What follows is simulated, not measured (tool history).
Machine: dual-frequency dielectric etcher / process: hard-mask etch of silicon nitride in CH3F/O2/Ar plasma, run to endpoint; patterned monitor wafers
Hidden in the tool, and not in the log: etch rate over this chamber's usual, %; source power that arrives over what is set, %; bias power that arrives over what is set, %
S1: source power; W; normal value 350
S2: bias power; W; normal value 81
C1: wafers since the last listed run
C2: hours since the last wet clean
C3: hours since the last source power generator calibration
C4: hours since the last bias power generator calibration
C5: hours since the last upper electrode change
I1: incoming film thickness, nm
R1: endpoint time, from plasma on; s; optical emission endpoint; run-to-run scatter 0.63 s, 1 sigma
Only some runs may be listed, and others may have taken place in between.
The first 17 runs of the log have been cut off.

{"run": 18, "hour": 1030.5, "S1": 280, "S2": 97, "C1": 317, "C2": 128.7, "C3": 4103.2, "C4": 66.1, "C5": 4187.1, "I1": 56.5, "R1": 85.8}
{"run": 19, "hour": 1063.1, "S1": 320, "S2": 81, "C1": 390, "C2": 161.3, "C3": 4135.8, "C4": 98.7, "C5": 4219.7, "I1": 55.7, "R1": 81.9}
{"run": 20, "hour": 1128.8, "S1": 280, "S2": 88, "C1": 786, "C2": 227.0, "C3": 4201.5, "C4": 164.4, "C5": 4285.4, "I1": 55.8, "R1": 86.5}
{"hour": 1215.0, "done": "upper electrode replaced"}
{"run": 21, "hour": 1215.5, "S1": 280, "S2": 81, "C1": 750, "C2": 313.7, "C3": 4288.2, "C4": 251.1, "C5": 0.5, "I1": 55.5, "R1": 87.3}
{"hour": 1226.0, "done": "source power generator calibrated"}
{"run": 22, "hour": 1231.5, "S1": 350, "S2": 98, "C1": 143, "C2": 329.7, "C3": 5.5, "C4": 267.1, "C5": 16.5, "I1": 55.4, "R1": 73.1}
{"run": 23, "hour": 1294.7, "S1": 290, "S2": 73, "C1": 756, "C2": 392.9, "C3": 68.7, "C4": 330.3, "C5": 79.7, "I1": 55.7, "R1": 87.9}
{"hour": 1348.9, "done": "wet clean of the chamber"}
{"run": 24, "hour": 1358.9, "S1": 300, "S2": 81, "C1": 481, "C2": 10.0, "C3": 132.9, "C4": 394.5, "C5": 143.9, "I1": 56.0, "R1": 83.8}
{"run": 25, "hour": 1411.9, "S1": 350, "S2": 81, "C1": 634, "C2": 63.0, "C3": 185.9, "C4": 447.5, "C5": 196.9, "I1": 56.3, "R1": 78.4}
{"run": 26, "hour": 1482.2, "S1": 320, "S2": 100, "C1": 841, "C2": 133.3, "C3": 256.2, "C4": 517.8, "C5": 267.2, "I1": 56.1, "R1": 78.0}
{"run": 27, "hour": 1540.3, "S1": 350, "S2": 81, "C1": 695, "C2": 191.4, "C3": 314.3, "C4": 575.9, "C5": 325.3, "I1": 55.4, "R1": 76.5}
{"run": 28, "hour": 1609.5, "S1": 350, "S2": 81, "C1": 828, "C2": 260.6, "C3": 383.5, "C4": 645.1, "C5": 394.5, "I1": 55.6, "R1": 76.9}
{"run": 29, "hour": 1656.9, "S1": 280, "S2": 97, "C1": 567, "C2": 308.0, "C3": 430.9, "C4": 692.5, "C5": 441.9, "I1": 55.0, "R1": 83.2}
{"run": 30, "hour": 1698.0, "S1": 350, "S2": 73, "C1": 491, "C2": 349.1, "C3": 472.0, "C4": 733.6, "C5": 483.0, "I1": 56.0, "R1": 78.6}
{"run": 31, "hour": 1733.7, "S1": 350, "S2": 67, "C1": 427, "C2": 384.8, "C3": 507.7, "C4": 769.3, "C5": 518.7, "I1": 55.9, "R1": 80.3}

Below are 5 alternative next runs, each starting from the tool's condition after run 31. Predict each:
{"run": "A", "hour": 1734.1, "S1": 290, "S2": 81, "C1": 4, "C2": 385.2, "C3": 508.1, "C4": 769.7, "C5": 519.1, "I1": 55.4, "R1": "?"}
{"run": "B", "hour": 1734.1, "S1": 430, "S2": 96, "C1": 4, "C2": 385.2, "C3": 508.1, "C4": 769.7, "C5": 519.1, "I1": 55.4, "R1": "?"}
{"run": "C", "hour": 1734.1, "S1": 350, "S2": 68, "C1": 4, "C2": 385.2, "C3": 508.1, "C4": 769.7, "C5": 519.1, "I1": 55.4, "R1": "?"}
{"run": "D", "hour": 1734.1, "S1": 400, "S2": 86, "C1": 4, "C2": 385.2, "C3": 508.1, "C4": 769.7, "C5": 519.1, "I1": 55.4, "R1": "?"}
{"run": "E", "hour": 1734.1, "S1": 440, "S2": 81, "C1": 4, "C2": 385.2, "C3": 508.1, "C4": 769.7, "C5": 519.1, "I1": 55.4, "R1": "?"}

run=A R1=84.8
run=B R1=65.5
run=C R1=78.9
run=D R1=69.8
run=E R1=67.3
With the hidden condition removed and each run's random variation left untouched, the same runs would have given:
run=A R1=84.8
run=B R1=65.5
run=C R1=78.9
run=D R1=69.8
run=E R1=67.3
